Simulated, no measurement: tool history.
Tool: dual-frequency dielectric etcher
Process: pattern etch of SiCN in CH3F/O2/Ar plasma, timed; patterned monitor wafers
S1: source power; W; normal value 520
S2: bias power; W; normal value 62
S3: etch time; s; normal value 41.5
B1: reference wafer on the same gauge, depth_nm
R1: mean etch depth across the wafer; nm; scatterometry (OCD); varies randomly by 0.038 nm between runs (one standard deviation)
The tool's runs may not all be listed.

Run 1, hour 0: usual settings; B1 14.5. Result: R1 15.53 nm.
At hour 57.3: wet clean of the chamber.
Run 2, hour 60: usual settings; B1 14.5. Result: R1 15.68 nm.
Run 3, hour 109: usual settings; B1 14.51. Result: R1 15.57 nm.
Run 4, hour 162.2: usual settings; B1 14.49. Result: R1 15.59 nm.
Run 5, hour 233.8: usual settings; B1 14.51. Result: R1 15.5 nm.
Run 6, hour 289.2: usual settings; B1 14.5. Result: R1 15.52 nm.
Run 7, hour 322.1: usual settings; B1 14.51. Result: R1 15.58 nm.
Run 8, hour 368.5: usual settings but S2 67 W; B1 14.5. Result: R1 15.98 nm.
At hour 411.6: upper electrode replaced.
At hour 415.6: wet clean of the chamber.
Run 9, hour 417.3: usual settings but S2 67 W; B1 14.48. Result: R1 16.03 nm.
At hour 432.4: bias power generator calibrated.
Run 10, hour 471.1: usual settings but S1 560 W, S3 36 s; B1 14.49. Result: R1 14.02 nm.
Run 11, hour 508.9: usual settings but S1 560 W, S3 36 s; B1 14.51. Result: R1 14.05 nm.
Run 12, hour 533.5: usual settings; B1 14.5. Result: R1 15.79 nm.
Run 13, hour 575.3: usual settings; B1 14.51. Result: R1 15.77 nm.
Run 14, hour 599.3: usual settings but S1 440 W, S3 49.5 s; B1 14.5. Result: R1 18.03 nm.
Run 15, hour 635.9: usual settings but S3 49.5 s; B1 14.5. Result: R1 18.83 nm.
Run 16, hour 700.1: usual settings but S2 67 W, S3 51.5 s; B1 14.49. Result: R1 20.29 nm.
At hour 707.9: source power generator calibrated.
Run 17, hour 736.1: usual settings; B1 14.49. Result: R1 15.84 nm.
At hour 750.5: gauge calibrated.
At hour 770.1: wet clean of the chamber.
Run 18, hour 784.3: usual settings but S1 400 W, S2 74 W, S3 34.5 s; B1 14.5. Result: R1 13.17 nm.
Run 19, hour 832.1: usual settings but S1 450 W; B1 14.5. Result: R1 15.19 nm.
Run 20, hour 902.9: usual settings but S1 580 W, S2 47 W, S3 47.5 s; B1 14.5. Result: R1 16.71 nm.
Run 21, hour 933.2: usual settings but S1 480 W, S2 52 W, S3 50.5 s; B1 14.52. Result: R1 17.47 nm.
Run 22, hour 966.9: usual settings but S1 590 W, S2 71 W, S3 35.5 s; B1 14.51. Result: R1 14.73 nm.
Run 23, hour 999.3: usual settings but S1 560 W, S3 49 s; B1 14.5. Result: R1 19.02 nm.
Run 24, hour 1038.3: usual settings but S1 590 W; B1 14.51. Result: R1 16.32 nm.
Run 25, hour 1087.6: usual settings; B1 14.49. Result: R1 15.73 nm.
At hour 1149: wet clean of the chamber.
Run 26, hour 1149.5: usual settings but S1 620 W, S2 73 W, S3 48 s; B1 14.5. Result: R1 20.54 nm.

Results per run with the tool's hidden condition removed, run-to-run variation unchanged:
Unlogged tool condition in this case: etch rate over this chamber's usual, %; source power that arrives over what is set, %; bias power that arrives over what is set, %; gauge reads high (%).
run     R1
  1  15.82
  2  15.97
  3  15.87
  4   15.9
  5  15.81
  6  15.84
  7   15.9
  8  16.32
  9  16.38
 10  14.07
 11  14.11
 12  15.87
 13  15.85
 14  18.12
 15  18.93
 16  20.41
 17  15.94
 18  13.26
 19  15.29
 20  16.82
 21  17.59
 22  14.85
 23  19.16
 24  16.45
 25  15.86
 26  20.72
